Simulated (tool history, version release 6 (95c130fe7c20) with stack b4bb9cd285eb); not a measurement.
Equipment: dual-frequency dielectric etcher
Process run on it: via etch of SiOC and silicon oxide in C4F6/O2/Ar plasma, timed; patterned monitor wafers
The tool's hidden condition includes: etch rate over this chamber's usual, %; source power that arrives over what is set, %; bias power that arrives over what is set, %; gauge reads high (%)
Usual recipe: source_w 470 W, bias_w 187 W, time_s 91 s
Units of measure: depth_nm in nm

run	hour	source_w	bias_w	time_s	wafers since the last listed run	hours since the last wet clean	hours since the last source power generator calibration	hours since the last bias power generator calibration	hours since the last upper electrode change	hours since the gauge calibration	read-back reference wafer on the same gauge, depth_nm	depth_nm
1	0	470	187	91	0	344.1	3549.7	1499	2523.2	477.6	103.8	110.4
2	106	470	187	91	819	450.1	3655.7	1605	2629.2	583.6	103.9	110.9
3	161.7	470	187	91	430	505.8	3711.4	1660.7	2684.9	639.3	104	110.4
4	204.7	470	187	91	332	548.8	3754.4	1703.7	2727.9	682.3	103.9	110.4
# hour 231.3: wet clean of the chamber
5	245.5	470	187	100	129	14.2	3795.2	1744.5	2768.7	723.1	104.1	121.3
6	272.7	470	187	100	210	41.4	3822.4	1771.7	2795.9	750.3	103.9	121.4
7	325.4	470	187	108	407	94.1	3875.1	1824.4	2848.6	803	104	132.3
8	366.9	470	187	91	320	135.6	3916.6	1865.9	2890.1	844.5	103.8	110.4
# hour 379.5: gauge calibrated
# hour 439: source power generator calibrated
9	439.5	470	187	91	530	208.2	0.5	1938.5	2962.7	60	104.1	110.8
10	485.5	400	146	91	355	254.2	46.5	1984.5	3008.7	106	103.8	98.4
11	531.3	470	187	91	354	300	92.3	2030.3	3054.5	151.8	103.8	110.7
12	567.4	520	166	104.5	279	336.1	128.4	2066.4	3090.6	187.9	103.9	126.1
13	637.3	560	162	91	540	406	198.3	2136.3	3160.5	257.8	104	111.7
14	680.7	470	187	91	335	449.4	241.7	2179.7	3203.9	301.2	104	110.8
# hour 750.3: wet clean of the chamber
# hour 762: upper electrode replaced
# hour 785.2: bias power generator calibrated
15	872.4	470	157	91	1175	122.1	433.4	87.2	110.4	492.9	103.9	105.3
16	920.4	470	157	91	371	170.1	481.4	135.2	158.4	540.9	104.2	105.4
17	958.6	440	159	91	295	208.3	519.6	173.4	196.6	579.1	104.1	103.7
18	1015.2	530	187	91	437	264.9	576.2	230	253.2	635.7	103.9	113.7
19	1081.3	370	201	115	511	331	642.3	296.1	319.3	701.8	104.1	134

For each entry between runs, how does the tool's hidden state at the last listed run before it compare with that at the first listed run after it?
Runs 4 to 5: wet clean of the chamber (hour 231.3)
  nothing in the hidden state changes from one run to the other
Runs 8 to 9: gauge calibrated (hour 379.5); source power generator calibrated (hour 439)
  nothing in the hidden state changes from one run to the other
Runs 14 to 15: wet clean of the chamber (hour 750.3); upper electrode replaced (hour 762); bias power generator calibrated (hour 785.2)
  nothing in the hidden state changes from one run to the other
